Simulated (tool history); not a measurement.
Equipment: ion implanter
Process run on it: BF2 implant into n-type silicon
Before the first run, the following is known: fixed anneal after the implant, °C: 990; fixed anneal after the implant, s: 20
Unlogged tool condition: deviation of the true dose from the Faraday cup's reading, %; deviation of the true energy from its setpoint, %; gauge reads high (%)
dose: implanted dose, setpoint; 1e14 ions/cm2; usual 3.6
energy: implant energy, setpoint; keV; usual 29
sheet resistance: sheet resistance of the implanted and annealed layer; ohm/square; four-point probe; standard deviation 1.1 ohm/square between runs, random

run,hour,dose,energy,wafers since the last listed run,hours since the last dose calibration,hours since the extraction supply was calibrated,hours since the gauge calibration,"read-back reference wafer on the same gauge, sheet resistance",sheet resistance
1,0,4.44,29,0,679.8,2247.3,734.1,369.67,273.41
2,33.5,3.6,37,598,713.3,2280.8,767.6,370.17,316.56
3,84,3.6,29,902,763.8,2331.3,818.1,369.37,323.68
4,116.7,3.6,29,584,796.5,2364,850.8,370.62,323.98
5,170.1,3.6,29,954,849.9,2417.4,904.2,369.88,324.46
6,233,3.6,29,1124,912.8,2480.3,967.1,370.3,321.4
7,259.3,3.6,29,470,939.1,2506.6,993.4,370.01,322.17
8,313.3,3.6,29,965,993.1,2560.6,1047.4,369.74,320.77
9,380,3.97,24.5,1192,1059.8,2627.3,1114.1,369.91,304.5
10,406.9,3.97,24.5,480,1086.7,2654.2,1141,370.17,304.22
11,439.8,3.6,24,588,1119.6,2687.1,1173.9,369.61,328.19
12,497,3.6,29,1022,1176.8,2744.3,1231.1,369.85,323.1
# hour 508.5: Faraday cup replaced and dose calibrated
13,560.4,3.6,29,990,51.9,2807.7,1294.5,370.63,330.39
14,620.1,3.6,29,1067,111.6,2867.4,1354.2,370.07,331.16
15,649.9,3.6,29,532,141.4,2897.2,1384,370.35,329.94
16,693.8,3.07,29,784,185.3,2941.1,1427.9,369.92,375.21
17,718.6,3.6,36,443,210.1,2965.9,1452.7,370.48,324.07
18,782.9,3.6,29,1149,274.4,3030.2,1517,370.05,328.55
# hour 817.3: gauge calibrated
19,825.6,2.76,19,763,317.1,3072.9,8.3,369.97,423.94
20,953.5,3.6,29,2286,445,3200.8,136.2,369.98,327.12
21,1130.2,4.09,38.5,3158,621.7,3377.5,312.9,369.99,282.79
# hour 1314.4: extraction supply calibrated
22,1337.5,3.11,24,3562,829,23.1,520.2,370.43,373.99
23,1373.4,4.13,38.5,641,864.9,59,556.1,370.07,280.02
24,1413.8,4.02,37.5,722,905.3,99.4,596.5,370.02,286.95
25,1456.2,3.6,29,757,947.7,141.8,638.9,369.98,324.01
26,1503.1,4.04,19.5,838,994.6,188.7,685.8,369.71,317.11
27,1527.9,3.25,32.5,443,1019.4,213.5,710.6,370.13,351.65
28,1571.3,3.6,29,775,1062.8,256.9,754,369.97,323.46
29,1635.5,2.54,29,1147,1127,321.1,818.2,369.81,433.84
30,1695.6,3.6,23.5,1074,1187.1,381.2,878.3,369.96,333.06
31,1760.8,3.6,34,1165,1252.3,446.4,943.5,369.94,317.87
# hour 1830.8: Faraday cup replaced and dose calibrated
32,1831.3,4.17,19.5,1117,0.5,516.9,1014,369.89,318.21
33,1874.2,4.18,35,766,43.4,559.8,1056.9,370.14,286.79
34,1914,3.6,29,711,83.2,599.6,1096.7,369.62,332.26
35,1953.3,2.82,22.5,702,122.5,638.9,1136,369.9,416.05
36,2017.5,3.6,29,1147,186.7,703.1,1200.2,370.26,329.63
37,2046.2,4.29,21,512,215.4,731.8,1228.9,370.25,301.05

What if the next run were any one of these 4? Each begins from the tool's condition after run 37:
A,2046.6,3.6,29,7,215.8,732.2,1229.3,?,?
B,2046.6,2.72,24.5,7,215.8,732.2,1229.3,?,?
C,2046.6,2.64,32.5,7,215.8,732.2,1229.3,?,?
D,2046.6,3.6,22.5,7,215.8,732.2,1229.3,?,?

run,"read-back reference wafer on the same gauge, sheet resistance",sheet resistance
A,369.92,330.92
B,369.92,424.07
C,369.92,427.69
D,369.92,340.8
With the hidden condition removed and each run's random variation left untouched, the same runs would have given:
run,sheet resistance
A,336.04
B,430.56
C,434.29
D,345.62

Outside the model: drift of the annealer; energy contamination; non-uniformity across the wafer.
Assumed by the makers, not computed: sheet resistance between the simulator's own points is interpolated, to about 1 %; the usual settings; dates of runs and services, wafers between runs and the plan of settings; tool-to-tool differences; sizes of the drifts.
